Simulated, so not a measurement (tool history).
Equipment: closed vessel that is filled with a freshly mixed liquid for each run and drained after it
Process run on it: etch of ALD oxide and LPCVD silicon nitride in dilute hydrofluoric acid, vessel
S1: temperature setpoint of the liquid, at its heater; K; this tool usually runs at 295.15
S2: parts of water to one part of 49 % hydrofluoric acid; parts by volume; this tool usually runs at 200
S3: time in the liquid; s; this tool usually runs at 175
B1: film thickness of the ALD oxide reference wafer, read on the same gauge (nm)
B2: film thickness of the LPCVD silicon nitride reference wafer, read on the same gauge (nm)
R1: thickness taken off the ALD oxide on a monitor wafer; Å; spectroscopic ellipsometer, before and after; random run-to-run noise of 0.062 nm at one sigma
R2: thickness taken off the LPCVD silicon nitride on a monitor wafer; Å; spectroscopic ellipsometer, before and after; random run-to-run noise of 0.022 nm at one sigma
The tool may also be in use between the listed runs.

{"run": 1, "hour": 0.0, "S1": 295.15, "S2": 200, "S3": 175, "B1": 70.0, "B2": 89.996, "R1": 86.9, "R2": 5.01}
{"hour": 10.6, "done": "thermometer replaced"}
{"run": 2, "hour": 37.4, "S1": 295.15, "S2": 200, "S3": 175, "B1": 70.04, "B2": 90.001, "R1": 84.0, "R2": 4.52}
{"run": 3, "hour": 90.8, "S1": 295.15, "S2": 200, "S3": 175, "B1": 70.02, "B2": 90.007, "R1": 83.5, "R2": 4.11}
{"run": 4, "hour": 159.0, "S1": 295.15, "S2": 200, "S3": 175, "B1": 70.0, "B2": 90.01, "R1": 83.4, "R2": 4.76}
{"run": 5, "hour": 247.7, "S1": 297.65, "S2": 200, "S3": 200, "B1": 70.03, "B2": 89.989, "R1": 106.3, "R2": 6.3}
{"run": 6, "hour": 293.1, "S1": 295.15, "S2": 200, "S3": 135, "B1": 69.99, "B2": 89.987, "R1": 65.5, "R2": 3.73}
{"run": 7, "hour": 347.6, "S1": 295.15, "S2": 200, "S3": 135, "B1": 69.98, "B2": 90.0, "R1": 66.1, "R2": 3.62}
{"run": 8, "hour": 420.0, "S1": 295.15, "S2": 200, "S3": 175, "B1": 69.99, "B2": 90.027, "R1": 86.8, "R2": 4.4}
{"run": 9, "hour": 492.6, "S1": 295.15, "S2": 125, "S3": 150, "B1": 70.0, "B2": 90.046, "R1": 129.3, "R2": 6.49}
{"run": 10, "hour": 594.7, "S1": 295.15, "S2": 200, "S3": 175, "B1": 70.03, "B2": 90.004, "R1": 87.4, "R2": 5.17}
{"hour": 610.9, "done": "thermometer replaced"}
{"run": 11, "hour": 695.0, "S1": 295.15, "S2": 200, "S3": 175, "B1": 69.96, "B2": 90.011, "R1": 84.2, "R2": 4.67}
{"run": 12, "hour": 761.4, "S1": 295.15, "S2": 140, "S3": 175, "B1": 70.04, "B2": 90.004, "R1": 128.8, "R2": 6.3}
{"run": 13, "hour": 801.3, "S1": 295.15, "S2": 200, "S3": 175, "B1": 70.05, "B2": 90.033, "R1": 83.7, "R2": 4.95}
{"run": 14, "hour": 847.4, "S1": 297.15, "S2": 230, "S3": 175, "B1": 69.96, "B2": 90.029, "R1": 78.0, "R2": 4.36}
{"run": 15, "hour": 936.3, "S1": 295.15, "S2": 200, "S3": 145, "B1": 70.03, "B2": 89.987, "R1": 70.8, "R2": 3.67}
{"hour": 940.7, "done": "gauge calibrated"}
{"run": 16, "hour": 1031.7, "S1": 295.15, "S2": 200, "S3": 95, "B1": 69.99, "B2": 89.993, "R1": 46.7, "R2": 2.64}
{"hour": 1152.0, "done": "thermometer replaced"}
{"run": 17, "hour": 1304.1, "S1": 297.15, "S2": 200, "S3": 250, "B1": 69.99, "B2": 90.0, "R1": 130.7, "R2": 7.12}
{"run": 18, "hour": 1380.5, "S1": 295.15, "S2": 130, "S3": 210, "B1": 69.97, "B2": 89.993, "R1": 168.6, "R2": 8.71}
{"hour": 1410.8, "done": "hydrofluoric acid flow meter replaced"}
{"run": 19, "hour": 1461.9, "S1": 292.65, "S2": 270, "S3": 115, "B1": 70.01, "B2": 89.981, "R1": 35.5, "R2": 2.15}
{"run": 20, "hour": 1565.1, "S1": 295.15, "S2": 200, "S3": 175, "B1": 69.98, "B2": 89.988, "R1": 86.9, "R2": 4.71}
{"run": 21, "hour": 1609.3, "S1": 298.15, "S2": 200, "S3": 175, "B1": 69.99, "B2": 90.028, "R1": 96.8, "R2": 5.8}
{"hour": 1699.9, "done": "thermometer replaced"}
{"run": 22, "hour": 1700.3, "S1": 293.15, "S2": 200, "S3": 175, "B1": 69.99, "B2": 89.99, "R1": 78.2, "R2": 3.97}
{"run": 23, "hour": 1805.9, "S1": 295.15, "S2": 200, "S3": 175, "B1": 70.02, "B2": 90.027, "R1": 84.4, "R2": 4.3}
{"run": 24, "hour": 1861.1, "S1": 295.15, "S2": 200, "S3": 175, "B1": 70.0, "B2": 89.986, "R1": 85.0, "R2": 4.99}
{"run": 25, "hour": 1967.1, "S1": 299.15, "S2": 155, "S3": 265, "B1": 70.01, "B2": 89.992, "R1": 204.8, "R2": 10.9}

For each run, what was the tool's unlogged condition?
hydrofluoric acid flow below the setpoint (%): 0 at every run
gauge reads high (%): 0 at every run
H1: liquid hotter than its thermometer reads (K)
run=1 H1=1.4
run=2 H1=0.188
run=3 H1=0.317
run=4 H1=0.483
run=5 H1=0.698
run=6 H1=0.808
run=7 H1=0.94
run=8 H1=1.12
run=9 H1=1.29
run=10 H1=1.54
run=11 H1=0.294
run=12 H1=0.455
run=13 H1=0.552
run=14 H1=0.664
run=15 H1=0.879
run=16 H1=1.11
run=17 H1=0.603
run=18 H1=0.788
run=19 H1=0.985
run=20 H1=1.24
run=21 H1=1.34
run=22 H1=0.202
run=23 H1=0.458
run=24 H1=0.592
run=25 H1=0.849
